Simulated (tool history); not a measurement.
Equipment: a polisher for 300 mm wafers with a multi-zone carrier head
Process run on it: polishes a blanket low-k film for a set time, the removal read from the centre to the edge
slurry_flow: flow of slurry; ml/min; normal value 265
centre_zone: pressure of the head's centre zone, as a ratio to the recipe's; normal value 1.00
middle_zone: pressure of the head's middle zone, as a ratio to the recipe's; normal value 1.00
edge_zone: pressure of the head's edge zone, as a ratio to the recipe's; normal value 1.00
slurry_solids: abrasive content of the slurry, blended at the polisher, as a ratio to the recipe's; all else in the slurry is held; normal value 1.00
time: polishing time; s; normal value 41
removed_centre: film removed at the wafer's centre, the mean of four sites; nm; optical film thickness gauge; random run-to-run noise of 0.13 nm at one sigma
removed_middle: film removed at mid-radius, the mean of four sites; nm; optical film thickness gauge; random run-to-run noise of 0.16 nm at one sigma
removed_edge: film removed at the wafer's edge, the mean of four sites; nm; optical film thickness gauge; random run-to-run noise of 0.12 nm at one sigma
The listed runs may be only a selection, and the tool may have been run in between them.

run   hour  slurry_flow  centre_zone  middle_zone  edge_zone  slurry_solids  time  wafers since the last listed run  wafers polished on this pad  hours since the slurry nozzle was cleaned  hours since the centre zone pressure was calibrated  hours since the edge zone pressure was calibrated  hours since the carrier head's membrane was replaced  incoming thickness of the incoming film, nm  removed_centre  removed_middle  removed_edge
  1    0.0          265         1.00         1.00       1.00           1.00    41                                 0                          410                                      771.8                                                746.7                                              235.3                                                 658.9                                        531.6            16.1            16.2          16.8
  2   11.6          265         1.00         1.00       1.00           1.00    41                               147                          558                                      783.4                                                758.3                                              246.9                                                 670.5                                        541.3            16.0            16.4          16.6
  3   17.7          265         1.00         1.00       1.00           1.00    41                                77                          635                                      789.5                                                764.4                                              253.0                                                 676.6                                        550.2            15.9            16.0          16.8
  4   29.0          265         1.00         1.00       1.00           1.00    41                               143                          779                                      800.8                                                775.7                                              264.3                                                 687.9                                        532.8            15.6            16.1          16.6
  5   42.1          265         1.00         1.00       1.00           1.00    41                               166                          946                                      813.9                                                788.8                                              277.4                                                 701.0                                        542.7            15.8            16.2          16.6
      56.7  -- slurry nozzle cleaned
  6   57.2          265         1.00         1.00       1.00           1.10    41                               179                         1126                                        0.5                                                803.9                                              292.5                                                 716.1                                        540.9            18.6            19.2          18.7
  7   73.4          265         1.00         1.00       1.00           1.00    41                               206                         1332                                       16.7                                                820.1                                              308.7                                                 732.3                                        531.3            17.7            17.8          17.9
  8   87.0          265         1.00         1.00       1.00           1.00    41                               173                         1505                                       30.3                                                833.7                                              322.3                                                 745.9                                        539.5            17.8            17.7          17.8
      95.4  -- worn pad replaced by a new one
  9  102.8          265         1.05         1.00       0.95           1.00    46                               150                           94                                       46.1                                                849.5                                              338.1                                                 761.7                                        533.7            20.7            19.8          19.7
 10  113.4          210         0.89         1.00       0.96           0.90    41                               134                          229                                       56.7                                                860.1                                              348.7                                                 772.3                                        535.3            14.8            16.4          16.2
 11  119.6          315         1.00         1.00       0.94           1.00    36                                78                          308                                       62.9                                                866.3                                              354.9                                                 778.5                                        544.1            15.7            15.8          15.6
 12  131.8          195         1.05         1.00       1.00           1.00    41                               155                          463                                       75.1                                                878.5                                              367.1                                                 790.7                                        533.4            17.5            16.9          17.2
     145.5  -- centre zone pressure recalibrated
     149.1  -- carrier head's membrane replaced by a new one
 13  149.6          265         0.89         1.00       1.00           1.00    47                               155                          619                                       92.9                                                  4.1                                              384.9                                                   0.5                                        538.7            18.5            20.4          20.3
 14  154.6          265         1.00         1.00       1.00           1.00    41                                63                          682                                       97.9                                                  9.1                                              389.9                                                   5.5                                        529.1            17.7            17.7          17.7
 15  162.4          265         1.00         1.00       1.00           1.00    51                                99                          782                                      105.7                                                 16.9                                              397.7                                                  13.3                                        534.7            21.9            22.4          22.4
 16  169.1          240         1.00         1.00       1.04           0.75    41                                85                          867                                      112.4                                                 23.6                                              404.4                                                  20.0                                        547.6            14.8            15.1          15.5
     174.8  -- edge zone pressure recalibrated
 17  182.3          265         1.00         1.00       1.00           1.00    41                               142                         1010                                      125.6                                                 36.8                                                7.5                                                  33.2                                        547.7            17.6            17.7          17.9
 18  196.7          265         1.11         1.00       1.00           1.20    41                               183                         1193                                      140.0                                                 51.2                                               21.9                                                  47.6                                        538.7            21.0            19.3          19.3
     214.3  -- worn pad replaced by a new one
 19  214.8          265         1.10         1.04       1.00           1.00    41                               179                            6                                      158.1                                                 69.3                                               40.0                                                  65.7                                        545.2            19.1            18.3          17.9
 20  225.8          230         1.00         1.00       1.00           1.00    31                               140                          146                                      169.1                                                 80.3                                               51.0                                                  76.7                                        540.0            13.2            13.2          13.1
 21  240.1          180         0.90         1.00       1.00           0.85    49                               182                          328                                      183.4                                                 94.6                                               65.3                                                  91.0                                        540.8            16.4            18.1          18.6
 22  254.9          265         1.00         1.00       1.00           1.00    41                               188                          517                                      198.2                                                109.4                                               80.1                                                 105.8                                        536.8            17.6            17.7          17.9

Below are 4 alternative next runs, each starting from the tool's condition after run 22. Predict each:
  A  255.3          265         1.00         1.00       1.00           1.25    41                                 5                          522                                      198.6                                                109.8                                               80.5                                                 106.2                                        542.4               ?               ?             ?
  B  255.3          265         0.94         0.95       1.00           1.00    35                                 5                          522                                      198.6                                                109.8                                               80.5                                                 106.2                                        542.4               ?               ?             ?
  C  255.3          335         1.00         1.00       1.00           1.00    29                                 5                          522                                      198.6                                                109.8                                               80.5                                                 106.2                                        542.4               ?               ?             ?
  D  255.3          175         1.00         0.90       1.00           1.30    49                                 5                          522                                      198.6                                                109.8                                               80.5                                                 106.2                                        542.4               ?               ?             ?

run  removed_centre  removed_middle  removed_edge
  A            19.6            19.6          19.6
  B            14.4            14.6          15.1
  C            12.9            12.9          12.8
  D            21.9            20.5          22.5
With the hidden condition removed and each run's random variation left untouched, the same runs would have given:
run  removed_centre  removed_middle  removed_edge
  A            20.0            19.9          19.8
  B            14.6            14.8          15.3
  C            13.1            13.1          12.9
  D            22.5            21.0          23.0
